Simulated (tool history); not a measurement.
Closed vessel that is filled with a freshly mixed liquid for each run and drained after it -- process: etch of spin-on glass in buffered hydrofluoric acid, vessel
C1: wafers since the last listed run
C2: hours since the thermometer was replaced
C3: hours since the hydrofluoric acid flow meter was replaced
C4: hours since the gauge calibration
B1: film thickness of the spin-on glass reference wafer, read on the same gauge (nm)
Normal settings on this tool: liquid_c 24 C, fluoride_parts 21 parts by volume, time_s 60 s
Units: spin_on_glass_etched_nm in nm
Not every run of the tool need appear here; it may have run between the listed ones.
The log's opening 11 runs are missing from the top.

{"run": 12, "hour": 820.8, "liquid_c": 24, "fluoride_parts": 21, "time_s": 60, "C1": 8992, "C2": 2454.7, "C3": 824.5, "C4": 542.7, "B1": 150.01, "spin_on_glass_etched_nm": 96.57}
{"run": 13, "hour": 900.3, "liquid_c": 24, "fluoride_parts": 21, "time_s": 60, "C1": 7408, "C2": 2534.2, "C3": 904, "C4": 622.2, "B1": 150, "spin_on_glass_etched_nm": 96.55}
{"hour": 906.5, "done": "hydrofluoric acid flow meter replaced"}
{"run": 14, "hour": 959.3, "liquid_c": 24, "fluoride_parts": 21, "time_s": 80, "C1": 5405, "C2": 2593.2, "C3": 52.8, "C4": 681.2, "B1": 149.99, "spin_on_glass_etched_nm": 136.77}
{"run": 15, "hour": 1038.6, "liquid_c": 24, "fluoride_parts": 21, "time_s": 60, "C1": 7390, "C2": 2672.5, "C3": 132.1, "C4": 760.5, "B1": 150.01, "spin_on_glass_etched_nm": 102.69}
{"run": 16, "hour": 1078.4, "liquid_c": 25.5, "fluoride_parts": 21, "time_s": 70, "C1": 3709, "C2": 2712.3, "C3": 171.9, "C4": 800.3, "B1": 150, "spin_on_glass_etched_nm": 131.26}
{"run": 17, "hour": 1144.9, "liquid_c": 24, "fluoride_parts": 21, "time_s": 60, "C1": 6197, "C2": 2778.8, "C3": 238.4, "C4": 866.8, "B1": 149.98, "spin_on_glass_etched_nm": 103.9}
{"run": 18, "hour": 1220.9, "liquid_c": 24, "fluoride_parts": 21, "time_s": 70, "C1": 7082, "C2": 2854.8, "C3": 314.4, "C4": 942.8, "B1": 150.02, "spin_on_glass_etched_nm": 122.2}
{"run": 19, "hour": 1295.6, "liquid_c": 20, "fluoride_parts": 21, "time_s": 90, "C1": 6961, "C2": 2929.5, "C3": 389.1, "C4": 1017.5, "B1": 149.97, "spin_on_glass_etched_nm": 125.35}
{"hour": 1312.3, "done": "thermometer replaced"}
{"run": 20, "hour": 1363.2, "liquid_c": 24, "fluoride_parts": 21, "time_s": 60, "C1": 6206, "C2": 50.9, "C3": 456.7, "C4": 1085.1, "B1": 149.95, "spin_on_glass_etched_nm": 105.02}
{"run": 21, "hour": 1424.9, "liquid_c": 21, "fluoride_parts": 26, "time_s": 70, "C1": 5749, "C2": 112.6, "C3": 518.4, "C4": 1146.8, "B1": 150, "spin_on_glass_etched_nm": 87.33}
{"hour": 1426.6, "done": "hydrofluoric acid flow meter replaced, repeated, since the last time left the tool worse"}
{"run": 22, "hour": 1479.3, "liquid_c": 24, "fluoride_parts": 21, "time_s": 60, "C1": 4976, "C2": 167, "C3": 52.7, "C4": 1201.2, "B1": 150.05, "spin_on_glass_etched_nm": 92.9}
{"hour": 1572.1, "done": "gauge calibrated"}
{"run": 23, "hour": 1578.3, "liquid_c": 24, "fluoride_parts": 21, "time_s": 45, "C1": 9225, "C2": 266, "C3": 151.7, "C4": 6.2, "B1": 150.04, "spin_on_glass_etched_nm": 70.5}
{"run": 24, "hour": 1674.0, "liquid_c": 24, "fluoride_parts": 18.5, "time_s": 30, "C1": 8918, "C2": 361.7, "C3": 247.4, "C4": 101.9, "B1": 149.97, "spin_on_glass_etched_nm": 52.9}
{"run": 25, "hour": 1718.3, "liquid_c": 28, "fluoride_parts": 16.5, "time_s": 60, "C1": 4128, "C2": 406, "C3": 291.7, "C4": 146.2, "B1": 150.02, "spin_on_glass_etched_nm": 148.49}
{"run": 26, "hour": 1756.9, "liquid_c": 24, "fluoride_parts": 21, "time_s": 60, "C1": 3597, "C2": 444.6, "C3": 330.3, "C4": 184.8, "B1": 150.02, "spin_on_glass_etched_nm": 94.29}
{"run": 27, "hour": 1839.8, "liquid_c": 19, "fluoride_parts": 21, "time_s": 40, "C1": 7725, "C2": 527.5, "C3": 413.2, "C4": 267.7, "B1": 150, "spin_on_glass_etched_nm": 47.89}
{"run": 28, "hour": 2081.1, "liquid_c": 24, "fluoride_parts": 21, "time_s": 60, "C1": 22486, "C2": 768.8, "C3": 654.5, "C4": 509, "B1": 150, "spin_on_glass_etched_nm": 96.35}
{"run": 29, "hour": 2129.7, "liquid_c": 22, "fluoride_parts": 16.5, "time_s": 60, "C1": 4529, "C2": 817.4, "C3": 703.1, "C4": 557.6, "B1": 150.01, "spin_on_glass_etched_nm": 109.86}
{"hour": 2140.0, "done": "hydrofluoric acid flow meter replaced"}
{"run": 30, "hour": 2182.6, "liquid_c": 27.5, "fluoride_parts": 25, "time_s": 60, "C1": 4836, "C2": 870.3, "C3": 42.6, "C4": 610.5, "B1": 150.04, "spin_on_glass_etched_nm": 99.47}
{"run": 31, "hour": 2272.4, "liquid_c": 22, "fluoride_parts": 21, "time_s": 60, "C1": 8368, "C2": 960.1, "C3": 132.4, "C4": 700.3, "B1": 149.98, "spin_on_glass_etched_nm": 83.52}

Each row is a separate what-if for the run after 31, all from the same tool condition, not one after another. Results?
{"run": "A", "hour": 2273.1, "liquid_c": 24, "fluoride_parts": 15.5, "time_s": 60, "C1": 65, "C2": 960.8, "C3": 133.1, "C4": 701, "B1": "?", "spin_on_glass_etched_nm": "?"}
{"run": "B", "hour": 2273.1, "liquid_c": 26.5, "fluoride_parts": 27.5, "time_s": 75, "C1": 65, "C2": 960.8, "C3": 133.1, "C4": 701, "B1": "?", "spin_on_glass_etched_nm": "?"}
{"run": "C", "hour": 2273.1, "liquid_c": 26, "fluoride_parts": 14, "time_s": 50, "C1": 65, "C2": 960.8, "C3": 133.1, "C4": 701, "B1": "?", "spin_on_glass_etched_nm": "?"}

run=A B1=150 spin_on_glass_etched_nm=125.07
run=B B1=150 spin_on_glass_etched_nm=111.61
run=C B1=150 spin_on_glass_etched_nm=128.37
Take away the tool's hidden state, keep each run's random variation, and the runs would have read:
run=A spin_on_glass_etched_nm=123.79
run=B spin_on_glass_etched_nm=110.81
run=C spin_on_glass_etched_nm=127.07
